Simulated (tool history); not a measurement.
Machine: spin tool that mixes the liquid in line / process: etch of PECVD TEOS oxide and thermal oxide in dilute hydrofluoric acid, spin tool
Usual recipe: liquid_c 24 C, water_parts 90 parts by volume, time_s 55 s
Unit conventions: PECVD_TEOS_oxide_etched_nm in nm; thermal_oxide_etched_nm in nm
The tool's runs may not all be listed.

| run | day | liquid_c | water_parts | time_s | wafers since the last listed run | hours since the thermometer was replaced | hours since the hydrofluoric acid flow meter was replaced | hours since the gauge calibration | read-back film thickness of the PECVD TEOS oxide reference wafer, read on the same gauge (nm) | read-back film thickness of the thermal oxide reference wafer, read on the same gauge (nm) | PECVD_TEOS_oxide_etched_nm | thermal_oxide_etched_nm |
|---|---|---|---|---|---|---|---|---|---|---|---|---|
| 1 | 0 | 24 | 90 | 55 | 0 | 1831.5 | 592.4 | 485 | 99.98 | 99.981 | 12.48 | 2.756 |
| 2 | 2.638 | 24 | 90 | 55 | 782 | 1894.8 | 655.7 | 548.3 | 99.99 | 100.028 | 12.46 | 2.78 |
| 3 | 4.596 | 24 | 90 | 55 | 580 | 1941.8 | 702.7 | 595.3 | 100.01 | 100 | 12.38 | 2.741 |
| 4 | 8.558 | 24 | 90 | 55 | 1175 | 2036.9 | 797.8 | 690.4 | 100 | 100.067 | 12.46 | 2.774 |
| 5 | 12.488 | 24 | 90 | 55 | 1165 | 2131.2 | 892.1 | 784.7 | 100.02 | 99.995 | 12.41 | 2.773 |
| 6 | 16.475 | 24 | 90 | 55 | 1182 | 2226.9 | 987.8 | 880.4 | 99.97 | 100.064 | 12.41 | 2.739 |
|  | 18.883 | hydrofluoric acid flow meter replaced |
| 7 | 19.283 | 24 | 90 | 55 | 820 | 2294.3 | 9.6 | 947.8 | 100.02 | 100.02 | 12.28 | 2.741 |
|  | 21.854 | gauge calibrated |
| 8 | 23.162 | 24 | 115 | 55 | 1150 | 2387.4 | 102.7 | 31.4 | 99.98 | 100.036 | 9.31 | 2.088 |
| 9 | 25.504 | 24 | 115 | 55 | 694 | 2443.6 | 158.9 | 87.6 | 100 | 99.983 | 9.23 | 2.065 |
| 10 | 27.633 | 26.5 | 65 | 55 | 631 | 2494.7 | 210 | 138.7 | 99.99 | 99.986 | 19.22 | 4.266 |
| 11 | 29.921 | 24 | 55 | 85 | 678 | 2549.6 | 264.9 | 193.6 | 99.98 | 100.003 | 32.16 | 7.18 |
| 12 | 33.433 | 24 | 90 | 25 | 1041 | 2633.9 | 349.2 | 277.9 | 99.96 | 100.029 | 5.53 | 1.229 |
| 13 | 35.458 | 24 | 90 | 55 | 600 | 2682.5 | 397.8 | 326.5 | 100 | 99.97 | 12.2 | 2.712 |
| 14 | 39.879 | 24 | 45 | 80 | 1311 | 2788.6 | 503.9 | 432.6 | 99.98 | 100.049 | 37.11 | 8.24 |
|  | 41.679 | thermometer replaced |
| 15 | 44.25 | 22 | 75 | 40 | 1283 | 61.7 | 608.8 | 537.5 | 99.99 | 100.009 | 10.8 | 2.377 |
| 16 | 47.521 | 20.5 | 90 | 55 | 969 | 140.2 | 687.3 | 616 | 99.99 | 99.991 | 11.4 | 2.52 |
| 17 | 50.746 | 24 | 90 | 55 | 956 | 217.6 | 764.7 | 693.4 | 99.99 | 99.994 | 13.1 | 2.885 |
| 18 | 52.529 | 29 | 90 | 45 | 528 | 260.4 | 807.5 | 736.2 | 100 | 99.989 | 12.95 | 2.875 |
| 19 | 56.575 | 21.5 | 90 | 55 | 1199 | 357.5 | 904.6 | 833.3 | 99.96 | 100.04 | 11.74 | 2.625 |

The tool's hidden state at each run:
hydrofluoric acid flow below the setpoint (%): 0 across all the runs
gauge reads high (%): 0 across all the runs
H1: liquid colder than its thermometer reads (K)
| run | H1 |
|---|---|
| 1 | 1.43 |
| 2 | 1.47 |
| 3 | 1.5 |
| 4 | 1.56 |
| 5 | 1.62 |
| 6 | 1.69 |
| 7 | 1.73 |
| 8 | 1.79 |
| 9 | 1.83 |
| 10 | 1.86 |
| 11 | 1.89 |
| 12 | 1.95 |
| 13 | 1.98 |
| 14 | 2.05 |
| 15 | 0.0878 |
| 16 | 0.139 |
| 17 | 0.189 |
| 18 | 0.216 |
| 19 | 0.279 |

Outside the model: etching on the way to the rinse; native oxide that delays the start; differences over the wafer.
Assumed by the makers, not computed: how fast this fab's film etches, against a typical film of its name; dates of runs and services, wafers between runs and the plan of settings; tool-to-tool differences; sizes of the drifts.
